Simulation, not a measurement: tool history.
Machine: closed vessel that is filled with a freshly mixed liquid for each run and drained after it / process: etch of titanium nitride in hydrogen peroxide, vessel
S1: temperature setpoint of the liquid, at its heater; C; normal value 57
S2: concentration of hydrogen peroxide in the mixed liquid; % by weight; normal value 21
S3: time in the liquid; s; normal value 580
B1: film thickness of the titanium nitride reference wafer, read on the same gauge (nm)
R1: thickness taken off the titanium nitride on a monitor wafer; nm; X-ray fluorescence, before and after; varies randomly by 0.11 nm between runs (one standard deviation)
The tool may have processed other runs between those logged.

{"run": 1, "day": 0.0, "S1": 57, "S2": 21, "S3": 780, "B1": 30.33, "R1": 33.36}
{"run": 2, "day": 1.012, "S1": 57, "S2": 21, "S3": 580, "B1": 30.39, "R1": 25.09}
{"run": 3, "day": 4.008, "S1": 57, "S2": 21, "S3": 580, "B1": 30.41, "R1": 24.87}
{"run": 4, "day": 5.325, "S1": 57, "S2": 21, "S3": 580, "B1": 30.42, "R1": 24.95}
{"run": 5, "day": 7.871, "S1": 57, "S2": 21, "S3": 580, "B1": 30.48, "R1": 24.8}
{"run": 6, "day": 10.238, "S1": 57, "S2": 21, "S3": 580, "B1": 30.52, "R1": 25.1}
{"run": 7, "day": 13.038, "S1": 57, "S2": 21, "S3": 580, "B1": 30.6, "R1": 25.07}
{"run": 8, "day": 14.204, "S1": 57, "S2": 21, "S3": 580, "B1": 30.61, "R1": 25.27}
{"day": 14.967, "done": "thermometer replaced"}
{"run": 9, "day": 16.912, "S1": 57, "S2": 21, "S3": 820, "B1": 30.66, "R1": 35.48}
{"run": 10, "day": 18.796, "S1": 57, "S2": 21, "S3": 820, "B1": 30.71, "R1": 35.37}
{"run": 11, "day": 21.004, "S1": 54, "S2": 25.5, "S3": 580, "B1": 30.77, "R1": 21.26}
{"run": 12, "day": 22.579, "S1": 57, "S2": 21, "S3": 580, "B1": 30.8, "R1": 25.32}
{"run": 13, "day": 24.646, "S1": 57, "S2": 21, "S3": 720, "B1": 30.87, "R1": 31.41}
{"day": 27.029, "done": "new drum of peroxide connected"}
{"run": 14, "day": 27.104, "S1": 57, "S2": 21, "S3": 580, "B1": 30.92, "R1": 25.23}
{"run": 15, "day": 28.208, "S1": 65.5, "S2": 17.5, "S3": 580, "B1": 30.96, "R1": 43.4}
{"run": 16, "day": 30.558, "S1": 57, "S2": 21, "S3": 350, "B1": 31.05, "R1": 15.51}
{"run": 17, "day": 32.708, "S1": 57, "S2": 21, "S3": 350, "B1": 31.13, "R1": 15.2}
{"run": 18, "day": 34.046, "S1": 57, "S2": 24.5, "S3": 830, "B1": 31.16, "R1": 37.79}
{"run": 19, "day": 35.696, "S1": 57, "S2": 21, "S3": 670, "B1": 31.21, "R1": 29.4}
{"day": 36.896, "done": "gauge calibrated"}
{"run": 20, "day": 38.529, "S1": 52, "S2": 21, "S3": 890, "B1": 30.03, "R1": 26.49}
{"day": 40.121, "done": "peroxide flow meter replaced"}
{"run": 21, "day": 40.717, "S1": 57, "S2": 21, "S3": 580, "B1": 30.01, "R1": 24.68}
{"run": 22, "day": 42.675, "S1": 57, "S2": 21, "S3": 425, "B1": 30.01, "R1": 17.86}
{"run": 23, "day": 43.85, "S1": 51, "S2": 26.5, "S3": 335, "B1": 29.99, "R1": 9.76}
{"run": 24, "day": 45.108, "S1": 57, "S2": 21, "S3": 745, "B1": 30.03, "R1": 31.65}
{"run": 25, "day": 47.271, "S1": 50, "S2": 16.5, "S3": 420, "B1": 30.02, "R1": 10.3}
{"run": 26, "day": 49.917, "S1": 63.5, "S2": 15.5, "S3": 290, "B1": 30.07, "R1": 17.85}
{"run": 27, "day": 51.967, "S1": 51, "S2": 25, "S3": 405, "B1": 30.08, "R1": 11.63}
{"run": 28, "day": 53.017, "S1": 57, "S2": 24.5, "S3": 580, "B1": 30.08, "R1": 25.56}

List, for all runs, the conditions of the tool that the log does not record:
liquid colder than its thermometer reads (K): 0 at every run
peroxide flow below the setpoint (%): 0 at every run
peroxide weaker than its label (%): 0 at every run
H1: gauge reads high (%)
run=1 H1=1.18
run=2 H1=1.23
run=3 H1=1.37
run=4 H1=1.44
run=5 H1=1.59
run=6 H1=1.74
run=7 H1=1.93
run=8 H1=2.01
run=9 H1=2.22
run=10 H1=2.37
run=11 H1=2.55
run=12 H1=2.7
run=13 H1=2.89
run=14 H1=3.13
run=15 H1=3.24
run=16 H1=3.49
run=17 H1=3.72
run=18 H1=3.87
run=19 H1=4.07
run=20 H1=0.000645
run=21 H1=0.0132
run=22 H1=0.033
run=23 H1=0.0488
run=24 H1=0.0689
run=25 H1=0.111
run=26 H1=0.176
run=27 H1=0.237
run=28 H1=0.272
